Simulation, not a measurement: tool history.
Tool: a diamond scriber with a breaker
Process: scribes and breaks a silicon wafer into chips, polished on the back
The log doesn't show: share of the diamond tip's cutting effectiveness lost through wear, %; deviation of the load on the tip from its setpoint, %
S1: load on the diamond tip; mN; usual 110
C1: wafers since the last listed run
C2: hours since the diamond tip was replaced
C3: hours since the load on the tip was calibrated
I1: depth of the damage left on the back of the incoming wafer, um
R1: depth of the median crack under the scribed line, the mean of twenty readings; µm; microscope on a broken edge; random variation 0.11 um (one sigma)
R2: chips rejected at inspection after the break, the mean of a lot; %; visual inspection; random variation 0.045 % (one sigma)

run	hour	S1	C1	C2	C3	I1	R1	R2
1	0	110	0	34.5	1211.4	0.04	8.62	0.86
2	27.4	127	79	61.9	1238.8	0.04	9.23	1.53
3	46.7	127	56	81.2	1258.1	0.02	9.28	1.54
4	78.4	127	92	112.9	1289.8	0.02	9.46	1.65
5	93.9	121	45	128.4	1305.3	0.02	8.74	1.14
6	106.3	110	36	140.8	1317.7	0.04	8.39	0.86
7	134.3	117	81	168.8	1345.7	0.03	8.68	0.93
8	165.5	125	90	200	1376.9	0.03	9.11	1.32
9	198.8	125	97	233.3	1410.2	0.03	9.28	1.41
10	219.3	125	59	253.8	1430.7	0.03	9.11	1.49
11	240.6	132	62	275.1	1452	0.04	9.55	1.93
12	271.4	85	89	305.9	1482.8	0.01	7.13	2.97
13	295.1	101	69	329.6	1506.5	0.04	8.13	1.11
14	317.8	103	66	352.3	1529.2	0.03	8.24	0.98
# hour 326.9: load on the tip recalibrated
15	353.5	103	98	388	26.6	0.05	8.13	0.93
16	381.7	103	82	416.2	54.8	0.04	8.02	1.07
17	413.7	110	93	448.2	86.8	0.02	8.67	0.86
18	428.2	110	42	462.7	101.3	0.03	8.6	0.84
# hour 436.8: diamond tip replaced by a new one
19	455.2	87	72	18.4	128.3	0.03	7.2	2.5
20	474.7	136	56	37.9	147.8	0.01	9.67	2.18
21	490.6	118	46	53.8	163.7	0.03	9.11	0.94
22	508	134	50	71.2	181.1	0.04	9.52	1.98
23	537.7	118	86	100.9	210.8	0.01	8.91	1.06
24	570.5	110	95	133.7	243.6	0.04	8.53	0.84
25	583.7	90	38	146.9	256.8	0.05	7.4	2.42
26	611.5	96	81	174.7	284.6	0.03	7.52	1.57
27	637.7	110	76	200.9	310.8	0.04	8.31	0.92
28	654.6	110	49	217.8	327.7	0.04	8.64	0.84
29	676.9	81	65	240.1	350	0.04	6.95	3.86
30	710.3	123	97	273.5	383.4	0.01	9.02	1.31
31	735.9	82	74	299.1	409	0.02	7.06	3.93
32	771.5	93	103	334.7	444.6	0.04	7.63	1.86
33	800.3	78	83	363.5	473.4	0.04	6.75	4.76
34	822.1	83	63	385.3	495.2	0.04	7.02	3.39
35	853.1	122	90	416.3	526.2	0.03	9.01	1.16
36	886.8	110	98	450	559.9	0.01	8.59	0.85

3 ways to go on from here, each from the tool as it stands after run 36. What would each give?
A	887.5	99	2	450.7	560.6	0.04	?	?
B	887.5	133	2	450.7	560.6	0.04	?	?
C	887.5	142	2	450.7	560.6	0.04	?	?

run	R1	R2
A	8.06	1.07
B	9.7	1.81
C	10.11	2.68
Without the tool's hidden state the same runs would have given:
run	R1	R2
A	8.06	1.07
B	9.7	1.81
C	10.11	2.68
